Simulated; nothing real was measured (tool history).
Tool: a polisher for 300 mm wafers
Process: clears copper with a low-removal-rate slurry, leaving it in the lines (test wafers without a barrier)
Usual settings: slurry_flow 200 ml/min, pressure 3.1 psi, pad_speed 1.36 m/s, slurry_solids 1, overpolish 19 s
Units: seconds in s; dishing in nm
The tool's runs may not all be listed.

run,hour,slurry_flow,pressure,pad_speed,slurry_solids,overpolish,wafers since the last listed run,wafers polished on this pad,hours since the slurry nozzle was cleaned,hours since the head pressure was calibrated,hours since the slurry blender was calibrated,"incoming thickness of the incoming film, nm",seconds,dishing
1,0.0,200,3.1,1.36,1,19,0,506,146.8,1046.7,71.1,378.7,103.3,45.7
2,25.8,200,3.1,1.36,1,19,221,728,172.6,1072.5,96.9,375.0,106.1,47.3
3,52.7,200,3.1,1.36,1,19,231,960,199.5,1099.4,123.8,381.8,107.8,46.4
4,78.8,245,3.1,1.36,1,25,224,1184,225.6,1125.5,149.9,377.0,102.9,56.3
# hour 109.8: worn pad replaced by a new one
5,127.9,245,3.1,1.36,1,25,387,155,274.7,1174.6,199.0,374.9,105.5,57.1
# hour 158.8: slurry blender recalibrated
6,172.0,200,3.1,1.36,1,19,362,517,318.8,1218.7,13.2,379.2,102.3,47.9
# hour 185.6: slurry nozzle cleaned
7,211.1,200,3.1,1.36,1,19,327,845,25.5,1257.8,52.3,377.0,100.4,46.4
8,252.5,200,3.1,1.36,1,19,356,1201,66.9,1299.2,93.7,370.0,102.7,46.6
# hour 280.3: worn pad replaced by a new one
9,286.0,200,3.1,1.36,1,9,253,49,100.4,1332.7,127.2,372.3,104.5,24.3
# hour 339.6: slurry blender recalibrated
10,357.6,200,3.1,1.36,1,19,598,648,172.0,1404.3,18.0,370.3,102.3,48.3
# hour 453.9: worn pad replaced by a new one
# hour 526.9: slurry blender recalibrated
11,535.6,265,2.5,1.36,1,19,1479,685,350.0,1582.3,8.7,373.2,121.4,40.1
# hour 555.9: head pressure recalibrated
# hour 561.8: slurry nozzle cleaned
12,562.3,200,3.9,1.36,1,19,203,889,0.5,6.4,35.4,373.6,81.6,58.8
# hour 627.0: worn pad replaced by a new one
13,627.5,235,3.5,1.36,1,19,526,4,65.7,71.6,100.6,377.4,90.5,52.1
14,652.7,200,3.1,1.36,1,19,216,221,90.9,96.8,125.8,369.2,102.7,45.6
15,694.4,200,3.9,1.16,1,24,358,580,132.6,138.5,167.5,377.8,102.2,58.9
# hour 734.0: slurry blender recalibrated
16,756.2,265,2.2,1.36,1,19,514,1094,194.4,200.3,22.2,373.3,139.3,37.3
# hour 806.9: worn pad replaced by a new one
17,807.4,160,3.7,1.36,1,19,406,4,245.6,251.5,73.4,380.6,91.0,53.4

3 ways to go on from here, each from the tool as it stands after run 17. What would each give?
A,807.9,200,3.1,1.84,1,19,4,8,246.1,252.0,73.9,368.3,?,?
B,807.9,200,3.9,0.90,1,14,4,8,246.1,252.0,73.9,368.3,?,?
C,807.9,200,3.1,1.10,1,19,4,8,246.1,252.0,73.9,368.3,?,?

run,seconds,dishing
A,77.8,58.6
B,126.5,30.8
C,130.2,38.8
Without the tool's hidden state the same runs would have given:
run,seconds,dishing
A,74.5,60.5
B,121.0,32.0
C,124.6,40.3

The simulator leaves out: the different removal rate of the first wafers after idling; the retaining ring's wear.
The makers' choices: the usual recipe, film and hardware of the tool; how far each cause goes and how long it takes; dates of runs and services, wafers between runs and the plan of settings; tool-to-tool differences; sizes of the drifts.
